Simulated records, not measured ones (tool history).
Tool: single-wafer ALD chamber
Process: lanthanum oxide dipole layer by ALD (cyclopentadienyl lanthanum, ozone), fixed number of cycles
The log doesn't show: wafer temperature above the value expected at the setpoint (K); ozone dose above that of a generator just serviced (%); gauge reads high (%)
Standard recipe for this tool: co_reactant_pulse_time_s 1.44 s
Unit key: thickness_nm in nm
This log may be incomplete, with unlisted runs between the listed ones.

| run | day | co_reactant_pulse_time_s | wafers since the last listed run | hours since the last thermocouple change | hours since the last ozone generator service | hours since the showerhead was replaced | hours since the gauge calibration | read-back reference wafer on the same gauge, thickness_nm | thickness_nm |
|---|---|---|---|---|---|---|---|---|---|
| 1 | 0.000 | 1.74 | 0 | 1490.5 | 444.6 | 6184.7 | 1258.4 | 0.549 | 0.605 |
| 2 | 2.688 | 1.75 | 871 | 1555.0 | 509.1 | 6249.2 | 1322.9 | 0.550 | 0.608 |
| 3 | 5.046 | 1.15 | 764 | 1611.6 | 565.7 | 6305.8 | 1379.5 | 0.550 | 0.550 |
| 4 | 8.162 | 1.68 | 1010 | 1686.4 | 640.5 | 6380.6 | 1454.3 | 0.550 | 0.601 |
| 5 | 12.658 | 1.44 | 1458 | 1794.3 | 748.4 | 6488.5 | 1562.2 | 0.551 | 0.585 |
|  | 14.862 | ozone generator serviced |
| 6 | 15.458 | 1.44 | 800 | 1861.5 | 14.3 | 6555.7 | 1629.4 | 0.550 | 0.586 |
| 7 | 17.300 | 1.44 | 597 | 1905.7 | 58.5 | 6599.9 | 1673.6 | 0.552 | 0.586 |
| 8 | 25.325 | 1.44 | 2602 | 2098.3 | 251.1 | 6792.5 | 1866.2 | 0.552 | 0.590 |
| 9 | 27.671 | 1.44 | 760 | 2154.6 | 307.4 | 6848.8 | 1922.5 | 0.552 | 0.591 |
| 10 | 30.262 | 1.44 | 840 | 2216.8 | 369.6 | 6911.0 | 1984.7 | 0.554 | 0.594 |
| 11 | 33.279 | 1.17 | 978 | 2289.2 | 442.0 | 6983.4 | 2057.1 | 0.554 | 0.559 |
| 12 | 37.721 | 1.17 | 1440 | 2395.8 | 548.6 | 7090.0 | 2163.7 | 0.553 | 0.555 |
| 13 | 39.517 | 0.94 | 582 | 2438.9 | 591.7 | 7133.1 | 2206.8 | 0.553 | 0.507 |
|  | 41.833 | thermocouple changed; heater temperature recalibrated |
| 14 | 43.071 | 1.85 | 1044 | 29.7 | 677.0 | 7218.4 | 2292.1 | 0.554 | 0.613 |
| 15 | 45.050 | 1.14 | 641 | 77.2 | 724.5 | 7265.9 | 2339.6 | 0.554 | 0.555 |
|  | 45.488 | ozone generator serviced |
| 16 | 46.638 | 1.18 | 406 | 115.3 | 27.6 | 7304.0 | 2377.7 | 0.554 | 0.560 |
| 17 | 49.617 | 1.10 | 966 | 186.8 | 99.1 | 7375.5 | 2449.2 | 0.556 | 0.542 |
|  | 57.438 | gauge calibrated |
| 18 | 58.925 | 1.96 | 3019 | 410.2 | 322.5 | 7598.9 | 35.7 | 0.544 | 0.602 |
| 19 | 61.662 | 1.74 | 887 | 475.9 | 388.2 | 7664.6 | 101.4 | 0.545 | 0.596 |
|  | 66.962 | showerhead replaced |
| 20 | 69.129 | 1.03 | 2313 | 655.1 | 567.4 | 52.0 | 280.6 | 0.545 | 0.516 |
| 21 | 70.946 | 1.07 | 589 | 698.7 | 611.0 | 95.6 | 324.2 | 0.545 | 0.528 |
| 22 | 74.629 | 0.91 | 1194 | 787.1 | 699.4 | 184.0 | 412.6 | 0.546 | 0.492 |
| 23 | 80.871 | 1.22 | 2024 | 936.9 | 849.2 | 333.8 | 562.4 | 0.546 | 0.556 |
|  | 81.542 | ozone generator serviced |
| 24 | 84.888 | 1.44 | 1194 | 1033.3 | 80.3 | 430.2 | 658.8 | 0.548 | 0.584 |
| 25 | 89.883 | 1.90 | 1620 | 1153.2 | 200.2 | 550.1 | 778.7 | 0.546 | 0.606 |
| 26 | 91.788 | 1.95 | 617 | 1198.9 | 245.9 | 595.8 | 824.4 | 0.547 | 0.609 |
| 27 | 95.300 | 1.78 | 1139 | 1283.2 | 330.2 | 680.1 | 908.7 | 0.547 | 0.606 |
| 28 | 98.983 | 1.60 | 1194 | 1371.6 | 418.6 | 768.5 | 997.1 | 0.548 | 0.592 |
| 29 | 101.004 | 1.44 | 655 | 1420.1 | 467.1 | 817.0 | 1045.6 | 0.549 | 0.583 |
| 30 | 103.171 | 1.44 | 702 | 1472.1 | 519.1 | 869.0 | 1097.6 | 0.548 | 0.583 |
| 31 | 107.475 | 1.24 | 1396 | 1575.4 | 622.4 | 972.3 | 1200.9 | 0.549 | 0.561 |
| 32 | 111.654 | 1.44 | 1355 | 1675.7 | 722.7 | 1072.6 | 1301.2 | 0.550 | 0.582 |
|  | 113.942 | ozone generator serviced |
| 33 | 115.600 | 1.84 | 1171 | 1770.4 | 39.8 | 1167.3 | 1395.9 | 0.550 | 0.605 |
| 34 | 127.308 | 1.74 | 3797 | 2051.4 | 320.8 | 1448.3 | 1676.9 | 0.551 | 0.605 |

Predict each of these 4 candidate next runs independently; none follows another, all start after run 34:
| A | 127.325 | 1.01 | 5 | 2051.8 | 321.2 | 1448.7 | 1677.3 | ? | ? |
| B | 127.325 | 1.65 | 5 | 2051.8 | 321.2 | 1448.7 | 1677.3 | ? | ? |
| C | 127.325 | 2.00 | 5 | 2051.8 | 321.2 | 1448.7 | 1677.3 | ? | ? |
| D | 127.325 | 1.25 | 5 | 2051.8 | 321.2 | 1448.7 | 1677.3 | ? | ? |

| run | read-back reference wafer on the same gauge, thickness_nm | thickness_nm |
|---|---|---|
| A | 0.552 | 0.521 |
| B | 0.552 | 0.600 |
| C | 0.552 | 0.612 |
| D | 0.552 | 0.566 |
Without the tool's hidden state the same runs would have given:
| run | thickness_nm |
|---|---|
| A | 0.513 |
| B | 0.591 |
| C | 0.603 |
| D | 0.557 |

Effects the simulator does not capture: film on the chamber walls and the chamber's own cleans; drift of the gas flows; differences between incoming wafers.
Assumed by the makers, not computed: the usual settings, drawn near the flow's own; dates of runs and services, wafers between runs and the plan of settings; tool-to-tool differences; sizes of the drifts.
